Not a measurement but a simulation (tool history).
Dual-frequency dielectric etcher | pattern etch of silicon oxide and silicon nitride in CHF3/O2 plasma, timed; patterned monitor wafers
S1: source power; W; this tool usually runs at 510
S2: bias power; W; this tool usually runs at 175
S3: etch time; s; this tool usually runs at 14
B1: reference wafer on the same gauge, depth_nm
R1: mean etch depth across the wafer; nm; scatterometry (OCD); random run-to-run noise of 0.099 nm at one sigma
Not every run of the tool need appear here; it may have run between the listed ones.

Run 1, day 0: usual settings but S3 15.5 s; B1 15.78. Result: R1 20.71 nm.
Run 2, day 3.842: usual settings; B1 15.81. Result: R1 18.45 nm.
Run 3, day 8.083: usual settings but S1 440 W; B1 15.81. Result: R1 17.57 nm.
Run 4, day 11.946: usual settings; B1 15.8. Result: R1 18.16 nm.
At day 23.908: wet clean of the chamber.
Run 5, day 24.538: usual settings; B1 15.81. Result: R1 18.42 nm.
Run 6, day 34.379: usual settings; B1 15.78. Result: R1 18.13 nm.
At day 39.079: upper electrode replaced.
Run 7, day 39.1: usual settings but S3 12 s; B1 15.81. Result: R1 15.35 nm.
At day 40.417: source power generator calibrated.
Run 8, day 40.875: usual settings but S3 12 s; B1 15.8. Result: R1 15.18 nm.
Run 9, day 45.338: usual settings; B1 15.8. Result: R1 17.66 nm.
At day 46.604: wet clean of the chamber.
Run 10, day 48.917: usual settings; B1 15.81. Result: R1 18.43 nm.
At day 49.671: gauge calibrated.
Run 11, day 52.092: usual settings; B1 15.79. Result: R1 18.28 nm.
Run 12, day 55.367: usual settings but S2 133 W; B1 15.8. Result: R1 16.39 nm.
Run 13, day 59.15: usual settings but S3 11 s; B1 15.8. Result: R1 14.16 nm.
Run 14, day 63.762: usual settings but S1 420 W, S2 131 W, S3 10.5 s; B1 15.81. Result: R1 11.26 nm.
At day 65.733: wet clean of the chamber.
Run 15, day 67.962: usual settings but S1 420 W, S2 132 W, S3 15.5 s; B1 15.79. Result: R1 17.23 nm.
At day 72.296: bias power generator calibrated.
Run 16, day 72.317: usual settings but S1 420 W, S2 131 W, S3 10.5 s; B1 15.79. Result: R1 11.53 nm.
Run 17, day 74.388: usual settings but S1 610 W, S2 207 W, S3 11 s; B1 15.81. Result: R1 16.06 nm.
Run 18, day 77.604: usual settings but S1 580 W; B1 15.79. Result: R1 18.71 nm.
Run 19, day 80.496: usual settings but S1 630 W; B1 15.81. Result: R1 19.1 nm.
Run 20, day 85.733: usual settings but S1 450 W, S2 200 W; B1 15.79. Result: R1 17.97 nm.
At day 88.625: wet clean of the chamber.
Run 21, day 90.054: usual settings; B1 15.81. Result: R1 18.43 nm.
Run 22, day 92.238: usual settings but S2 193 W, S3 17 s; B1 15.79. Result: R1 23.11 nm.

4 ways to go on from here, each from the tool as it stands after run 22. What would each give?
Run A, day 92.254: usual settings; B1 ?. Result: R1 ?.
Run B, day 92.254: usual settings but S1 390 W, S2 163 W; B1 ?. Result: R1 ?.
Run C, day 92.254: usual settings but S2 148 W, S3 10 s; B1 ?. Result: R1 ?.
Run D, day 92.254: usual settings but S2 163 W, S3 17 s; B1 ?. Result: R1 ?.

run    B1     R1
  A  15.8  18.51
  B  15.8  16.73
  C  15.8  12.37
  D  15.8  21.85
Take away the tool's hidden state, keep each run's random variation, and the runs would have read:
run     R1
  A  18.69
  B   16.9
  C  12.49
  D  22.07

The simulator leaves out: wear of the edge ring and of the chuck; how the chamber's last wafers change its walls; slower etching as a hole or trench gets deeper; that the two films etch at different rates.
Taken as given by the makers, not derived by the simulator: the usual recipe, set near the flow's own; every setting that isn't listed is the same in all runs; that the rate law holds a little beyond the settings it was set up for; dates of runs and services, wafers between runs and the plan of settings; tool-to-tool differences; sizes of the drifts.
